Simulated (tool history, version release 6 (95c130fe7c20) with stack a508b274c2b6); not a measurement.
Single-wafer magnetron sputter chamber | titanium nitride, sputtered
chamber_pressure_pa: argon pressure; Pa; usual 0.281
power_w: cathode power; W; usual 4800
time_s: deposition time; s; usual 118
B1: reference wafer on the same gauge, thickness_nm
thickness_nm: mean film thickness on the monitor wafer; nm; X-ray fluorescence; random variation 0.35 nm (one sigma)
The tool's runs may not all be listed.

Run 1, hour 0.0: usual settings; B1 128.143. Result: thickness_nm 103.865 nm.
Run 2, hour 16.2: usual settings but time_s 131 s; B1 128.258. Result: thickness_nm 115.528 nm.
Run 3, hour 31.3: usual settings but time_s 131 s; B1 127.980. Result: thickness_nm 115.873 nm.
Run 4, hour 38.8: usual settings but chamber_pressure_pa 0.307 Pa; B1 128.168. Result: thickness_nm 103.608 nm.
Run 5, hour 47.5: usual settings but chamber_pressure_pa 0.307 Pa; B1 127.934. Result: thickness_nm 103.636 nm.
Run 6, hour 60.2: usual settings but chamber_pressure_pa 0.307 Pa; B1 127.889. Result: thickness_nm 103.011 nm.
Run 7, hour 67.8: usual settings; B1 127.931. Result: thickness_nm 103.339 nm.
Run 8, hour 75.7: usual settings; B1 127.930. Result: thickness_nm 103.667 nm.
Run 9, hour 85.6: usual settings; B1 127.820. Result: thickness_nm 103.176 nm.
Run 10, hour 96.2: usual settings; B1 128.116. Result: thickness_nm 103.615 nm.
Run 11, hour 112.8: usual settings; B1 127.982. Result: thickness_nm 103.112 nm.
Run 12, hour 126.6: usual settings; B1 127.973. Result: thickness_nm 103.714 nm.
At hour 138.9: sputter target and shields replaced.
Run 13, hour 140.2: usual settings; B1 127.852. Result: thickness_nm 106.614 nm.
Run 14, hour 151.7: usual settings; B1 127.971. Result: thickness_nm 106.724 nm.
Run 15, hour 165.1: usual settings but time_s 111 s; B1 127.983. Result: thickness_nm 99.624 nm.
At hour 191.6: gauge calibrated.
At hour 193.9: magnet pack replaced.
At hour 214.1: capacitance manometer re-zeroed and calibrated.
Run 16, hour 217.1: usual settings but chamber_pressure_pa 0.381 Pa, power_w 3800 W; B1 127.836. Result: thickness_nm 82.658 nm.
Run 17, hour 223.3: usual settings but chamber_pressure_pa 0.307 Pa; B1 128.049. Result: thickness_nm 105.721 nm.
Run 18, hour 234.9: usual settings but chamber_pressure_pa 0.312 Pa, power_w 5400 W; B1 127.998. Result: thickness_nm 118.030 nm.
Run 19, hour 241.7: usual settings but chamber_pressure_pa 0.307 Pa; B1 128.061. Result: thickness_nm 105.049 nm.
Run 20, hour 255.7: usual settings but chamber_pressure_pa 0.368 Pa, power_w 5700 W, time_s 109 s; B1 127.873. Result: thickness_nm 113.842 nm.
Run 21, hour 273.3: usual settings but chamber_pressure_pa 0.322 Pa, power_w 6000 W; B1 128.126. Result: thickness_nm 131.133 nm.
Run 22, hour 297.1: usual settings but chamber_pressure_pa 0.341 Pa, power_w 3650 W, time_s 105 s; B1 127.964. Result: thickness_nm 70.637 nm.
Run 23, hour 304.6: usual settings but time_s 131 s; B1 127.823. Result: thickness_nm 116.628 nm.
Run 24, hour 314.6: usual settings; B1 128.100. Result: thickness_nm 104.925 nm.
Run 25, hour 326.7: usual settings but chamber_pressure_pa 0.172 Pa; B1 127.998. Result: thickness_nm 107.176 nm.
Run 26, hour 340.7: usual settings but time_s 110 s; B1 127.937. Result: thickness_nm 97.379 nm.
Run 27, hour 358.1: usual settings but chamber_pressure_pa 0.203 Pa; B1 128.074. Result: thickness_nm 107.168 nm.
Run 28, hour 372.1: usual settings but time_s 105 s; B1 128.017. Result: thickness_nm 92.632 nm.
Run 29, hour 385.0: usual settings but chamber_pressure_pa 0.218 Pa, time_s 100 s; B1 127.877. Result: thickness_nm 89.474 nm.

5 ways to go on from here, each from the tool as it stands after run 29. What would each give?
Run A, hour 385.4: usual settings but time_s 107 s; B1 ?. Result: thickness_nm ?.
Run B, hour 385.4: usual settings but power_w 4100 W, time_s 101 s; B1 ?. Result: thickness_nm ?.
Run C, hour 385.4: usual settings but chamber_pressure_pa 0.388 Pa, time_s 102 s; B1 ?. Result: thickness_nm ?.
Run D, hour 385.4: usual settings but chamber_pressure_pa 0.173 Pa, power_w 4100 W, time_s 95 s; B1 ?. Result: thickness_nm ?.
Run E, hour 385.4: usual settings but power_w 3900 W, time_s 109 s; B1 ?. Result: thickness_nm ?.

run       B1  thickness_nm
  A  128.026        94.811
  B  128.026        76.443
  C  128.026        88.594
  D  128.026        73.376
  E  128.026        78.474
Without the tool's hidden state the same runs would have given:
run  thickness_nm
  A        97.126
  B        78.310
  C        90.758
  D        75.168
  E        80.390

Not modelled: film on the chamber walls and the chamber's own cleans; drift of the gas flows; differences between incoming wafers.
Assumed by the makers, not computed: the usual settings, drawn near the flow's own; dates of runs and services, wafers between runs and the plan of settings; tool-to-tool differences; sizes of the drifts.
